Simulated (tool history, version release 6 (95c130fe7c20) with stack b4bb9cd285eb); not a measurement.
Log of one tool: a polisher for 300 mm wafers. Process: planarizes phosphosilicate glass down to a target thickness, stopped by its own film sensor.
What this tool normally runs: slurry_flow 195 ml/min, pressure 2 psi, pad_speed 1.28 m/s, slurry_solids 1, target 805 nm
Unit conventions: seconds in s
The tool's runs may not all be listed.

run,hour,slurry_flow,pressure,pad_speed,slurry_solids,target,"incoming thickness of the incoming film, nm",seconds
1,0,195,2,1.28,1,805,1283.3,86.9
2,7.9,195,2,1.38,1,805,1293.8,84.9
3,16.4,195,2,1.38,1,805,1280.3,86.1
4,23.5,220,2,1.28,1,805,1261.9,84.1
5,36,220,2,1.28,1,805,1293.7,89.7
6,89,220,2,1.28,1,805,1270.4,85.6
# hour 98.9: worn pad replaced by a new one
7,106.5,175,2,1.28,1.2,805,1281,79.6
8,119.3,175,2,1.28,1.2,805,1308,85.6
9,130.4,195,2,1.28,1,805,1267.4,87.1
10,146.2,195,2,1.28,1,805,1277.3,89.9
11,164.2,195,2,1.28,1,805,1283.3,89.4
# hour 167.8: conditioning disc replaced and pad reconditioned
12,181.6,165,2,1.28,1,805,1282.8,92.2
13,190.8,195,2.4,0.98,0.85,951,1271.3,64.5
14,207.1,195,1.6,1.28,1,655,1288.7,149.3
# hour 214.1: slurry blender recalibrated
15,220.1,195,2,1.38,1,805,1302.3,88.8
16,227.5,195,1.6,1.28,1,805,1268.8,107.4
17,244.8,195,2,1.48,0.8,805,1253,89.9
18,254.5,195,2,1.28,1,805,1268,87.3
19,261.7,160,2,1.28,1,805,1271,94.8
# hour 264.6: slurry nozzle cleaned
# hour 268.9: head pressure recalibrated
# hour 277.5: worn pad replaced by a new one
20,278,195,2,1.28,1,805,1278.3,81.4
21,292.8,195,2,0.94,1,805,1273.3,94.2
22,310.2,195,2.5,1.28,1.2,805,1283,58.6

Forecast run 23:
23,318.6,195,2,0.96,0.8,805,1275.8,?

seconds: 111.1 s
With the hidden condition absent and the run-to-run variation left alone, this run would have shown seconds 110.9 s.
